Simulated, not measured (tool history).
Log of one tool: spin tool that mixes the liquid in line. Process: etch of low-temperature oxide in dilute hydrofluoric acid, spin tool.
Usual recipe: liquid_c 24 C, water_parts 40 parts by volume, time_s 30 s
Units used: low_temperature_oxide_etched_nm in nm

run	day	liquid_c	water_parts	time_s	read-back film thickness of the low-temperature oxide reference wafer, read on the same gauge (nm)	low_temperature_oxide_etched_nm
1	0	24	55	30	69.97	20.53
2	2.292	24	40	30	69.99	28.7
3	4.421	24	40	30	70	28.54
4	6.871	24	40	30	70.02	28.62
5	8.008	24	40	30	69.96	28.61
6	10.492	24	40	30	69.97	28.73
7	12.808	24	30	30	69.97	39.12
# day 13.15: hydrofluoric acid flow meter replaced
# day 14.546: thermometer replaced
8	15.038	24	30	30	69.99	38.01
9	16.329	24	40	30	70	27.93
10	17.733	24	40	30	70.01	27.94
11	18.833	24	40	30	69.99	28.29
12	21.133	24	35	30	70.01	32.91
# day 22.471: gauge calibrated
13	24.104	24	40	30	69.97	28.23
14	26.462	24	40	30	70.01	28.22
15	29.108	22.5	20	50	70.01	90.77
16	32.088	24	40	30	70	28.1
17	33.483	22	40	30	69.98	26.4
18	34.725	21	30	50	70	56.13
19	36.421	26	30	20	70.01	28.02
20	38.142	24	40	30	69.99	28.16
21	39.3	22.5	40	30	69.98	26.21
22	41.808	20.5	50	15	69.99	9.66
23	44.754	24	40	15	70.02	14.24
24	46.625	24	40	30	70.02	28.41
25	48.338	25.5	40	30	70	30.28
26	50.158	24	55	15	70	10.16
27	51.783	24	60	20	70.01	12.46
28	54	28	40	30	70.01	33.42
29	55.312	20.5	60	15	70.02	7.98
30	56.908	27.5	55	40	69.99	31.27
31	58.542	19.5	30	30	70	32.01
32	61.312	24	40	40	70	38.19

Alternative continuations, all from the tool just after run 32; predict every row:
A	61.329	24	40	45	?	?
B	61.329	28.5	40	30	?	?
C	61.329	28	20	50	?	?
D	61.329	24	20	40	?	?

run	read-back film thickness of the low-temperature oxide reference wafer, read on the same gauge (nm)	low_temperature_oxide_etched_nm
A	70.01	42.82
B	70.01	34.3
C	70.01	115.43
D	70.01	78.17
Stripped of hidden state, with their random variation kept, the same runs would have yielded:
run	low_temperature_oxide_etched_nm
A	42.06
B	33.68
C	113.41
D	76.81

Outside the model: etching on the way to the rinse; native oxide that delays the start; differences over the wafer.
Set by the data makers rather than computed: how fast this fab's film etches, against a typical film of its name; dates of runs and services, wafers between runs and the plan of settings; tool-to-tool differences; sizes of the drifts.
